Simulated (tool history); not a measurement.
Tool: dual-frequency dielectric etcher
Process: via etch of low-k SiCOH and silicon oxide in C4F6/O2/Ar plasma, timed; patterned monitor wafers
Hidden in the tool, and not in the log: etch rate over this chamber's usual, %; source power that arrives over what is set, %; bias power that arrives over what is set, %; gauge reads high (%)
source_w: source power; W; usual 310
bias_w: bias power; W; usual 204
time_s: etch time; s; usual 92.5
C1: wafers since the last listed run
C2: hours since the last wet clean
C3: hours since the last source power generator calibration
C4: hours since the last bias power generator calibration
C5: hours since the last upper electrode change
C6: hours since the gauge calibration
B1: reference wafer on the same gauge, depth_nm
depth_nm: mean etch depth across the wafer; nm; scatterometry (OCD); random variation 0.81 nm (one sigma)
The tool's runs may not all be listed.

{"run": 1, "hour": 0.0, "source_w": 310, "bias_w": 204, "time_s": 92.5, "C1": 0, "C2": 483.9, "C3": 1715.9, "C4": 1290.4, "C5": 2749.2, "C6": 866.1, "B1": 314.8, "depth_nm": 263.3}
{"run": 2, "hour": 30.8, "source_w": 310, "bias_w": 204, "time_s": 92.5, "C1": 355, "C2": 514.7, "C3": 1746.7, "C4": 1321.2, "C5": 2780.0, "C6": 896.9, "B1": 315.6, "depth_nm": 263.8}
{"hour": 72.4, "done": "wet clean of the chamber"}
{"run": 3, "hour": 88.0, "source_w": 310, "bias_w": 204, "time_s": 76.5, "C1": 383, "C2": 15.6, "C3": 1803.9, "C4": 1378.4, "C5": 2837.2, "C6": 954.1, "B1": 314.4, "depth_nm": 227.5}
{"run": 4, "hour": 141.3, "source_w": 310, "bias_w": 204, "time_s": 92.5, "C1": 615, "C2": 68.9, "C3": 1857.2, "C4": 1431.7, "C5": 2890.5, "C6": 1007.4, "B1": 314.9, "depth_nm": 276.0}
{"run": 5, "hour": 180.2, "source_w": 310, "bias_w": 204, "time_s": 92.5, "C1": 449, "C2": 107.8, "C3": 1896.1, "C4": 1470.6, "C5": 2929.4, "C6": 1046.3, "B1": 314.3, "depth_nm": 274.7}
{"run": 6, "hour": 238.9, "source_w": 310, "bias_w": 204, "time_s": 92.5, "C1": 677, "C2": 166.5, "C3": 1954.8, "C4": 1529.3, "C5": 2988.1, "C6": 1105.0, "B1": 314.6, "depth_nm": 274.0}
{"run": 7, "hour": 271.9, "source_w": 310, "bias_w": 165, "time_s": 92.5, "C1": 381, "C2": 199.5, "C3": 1987.8, "C4": 1562.3, "C5": 3021.1, "C6": 1138.0, "B1": 315.0, "depth_nm": 240.9}
{"run": 8, "hour": 306.7, "source_w": 310, "bias_w": 165, "time_s": 92.5, "C1": 401, "C2": 234.3, "C3": 2022.6, "C4": 1597.1, "C5": 3055.9, "C6": 1172.8, "B1": 314.9, "depth_nm": 241.8}
{"run": 9, "hour": 376.1, "source_w": 310, "bias_w": 165, "time_s": 92.5, "C1": 801, "C2": 303.7, "C3": 2092.0, "C4": 1666.5, "C5": 3125.3, "C6": 1242.2, "B1": 315.6, "depth_nm": 241.6}
{"hour": 378.1, "done": "gauge calibrated"}
{"hour": 439.2, "done": "bias power generator calibrated"}
{"run": 10, "hour": 447.0, "source_w": 310, "bias_w": 187, "time_s": 70.5, "C1": 772, "C2": 374.6, "C3": 2162.9, "C4": 7.8, "C5": 3196.2, "C6": 68.9, "B1": 314.9, "depth_nm": 191.1}
{"hour": 496.6, "done": "upper electrode replaced"}
{"run": 11, "hour": 518.8, "source_w": 310, "bias_w": 187, "time_s": 70.5, "C1": 551, "C2": 446.4, "C3": 2234.7, "C4": 79.6, "C5": 22.2, "C6": 140.7, "B1": 315.1, "depth_nm": 188.9}
{"run": 12, "hour": 551.1, "source_w": 310, "bias_w": 187, "time_s": 70.5, "C1": 372, "C2": 478.7, "C3": 2267.0, "C4": 111.9, "C5": 54.5, "C6": 173.0, "B1": 315.5, "depth_nm": 188.4}
{"run": 13, "hour": 603.9, "source_w": 260, "bias_w": 237, "time_s": 74.0, "C1": 609, "C2": 531.5, "C3": 2319.8, "C4": 164.7, "C5": 107.3, "C6": 225.8, "B1": 314.9, "depth_nm": 199.9}
{"hour": 641.7, "done": "wet clean of the chamber"}
{"run": 14, "hour": 642.2, "source_w": 260, "bias_w": 243, "time_s": 106.0, "C1": 165, "C2": 0.5, "C3": 2358.1, "C4": 203.0, "C5": 145.6, "C6": 264.1, "B1": 315.3, "depth_nm": 301.6}
{"run": 15, "hour": 656.3, "source_w": 310, "bias_w": 220, "time_s": 69.0, "C1": 162, "C2": 14.6, "C3": 2372.2, "C4": 217.1, "C5": 159.7, "C6": 278.2, "B1": 315.2, "depth_nm": 208.6}
{"run": 16, "hour": 700.4, "source_w": 310, "bias_w": 204, "time_s": 116.5, "C1": 509, "C2": 58.7, "C3": 2416.3, "C4": 261.2, "C5": 203.8, "C6": 322.3, "B1": 314.6, "depth_nm": 335.3}
{"run": 17, "hour": 736.7, "source_w": 310, "bias_w": 204, "time_s": 92.5, "C1": 419, "C2": 95.0, "C3": 2452.6, "C4": 297.5, "C5": 240.1, "C6": 358.6, "B1": 314.4, "depth_nm": 267.2}
{"hour": 746.1, "done": "source power generator calibrated"}
{"run": 18, "hour": 764.5, "source_w": 310, "bias_w": 204, "time_s": 67.5, "C1": 274, "C2": 122.8, "C3": 18.4, "C4": 325.3, "C5": 267.9, "C6": 386.4, "B1": 315.0, "depth_nm": 193.7}
{"run": 19, "hour": 794.4, "source_w": 310, "bias_w": 204, "time_s": 67.5, "C1": 345, "C2": 152.7, "C3": 48.3, "C4": 355.2, "C5": 297.8, "C6": 416.3, "B1": 314.7, "depth_nm": 193.5}
{"run": 20, "hour": 826.3, "source_w": 310, "bias_w": 204, "time_s": 92.5, "C1": 368, "C2": 184.6, "C3": 80.2, "C4": 387.1, "C5": 329.7, "C6": 448.2, "B1": 315.2, "depth_nm": 264.4}
{"run": 21, "hour": 883.3, "source_w": 310, "bias_w": 204, "time_s": 92.5, "C1": 658, "C2": 241.6, "C3": 137.2, "C4": 444.1, "C5": 386.7, "C6": 505.2, "B1": 314.7, "depth_nm": 262.5}
{"run": 22, "hour": 944.1, "source_w": 280, "bias_w": 181, "time_s": 70.5, "C1": 702, "C2": 302.4, "C3": 198.0, "C4": 504.9, "C5": 447.5, "C6": 566.0, "B1": 315.1, "depth_nm": 174.9}
{"run": 23, "hour": 1010.5, "source_w": 310, "bias_w": 204, "time_s": 92.5, "C1": 766, "C2": 368.8, "C3": 264.4, "C4": 571.3, "C5": 513.9, "C6": 632.4, "B1": 315.1, "depth_nm": 260.5}

Run 24 comes next. What will it give?
{"run": 24, "hour": 1069.3, "source_w": 380, "bias_w": 204, "time_s": 70.5, "C1": 679, "C2": 427.6, "C3": 323.2, "C4": 630.1, "C5": 572.7, "C6": 691.2, "B1": "?", "depth_nm": "?"}

{"run 24": {"B1": 315.1, "depth_nm": 223.5}}
Without the tool's hidden state the same run would have given depth_nm 230.1 nm.
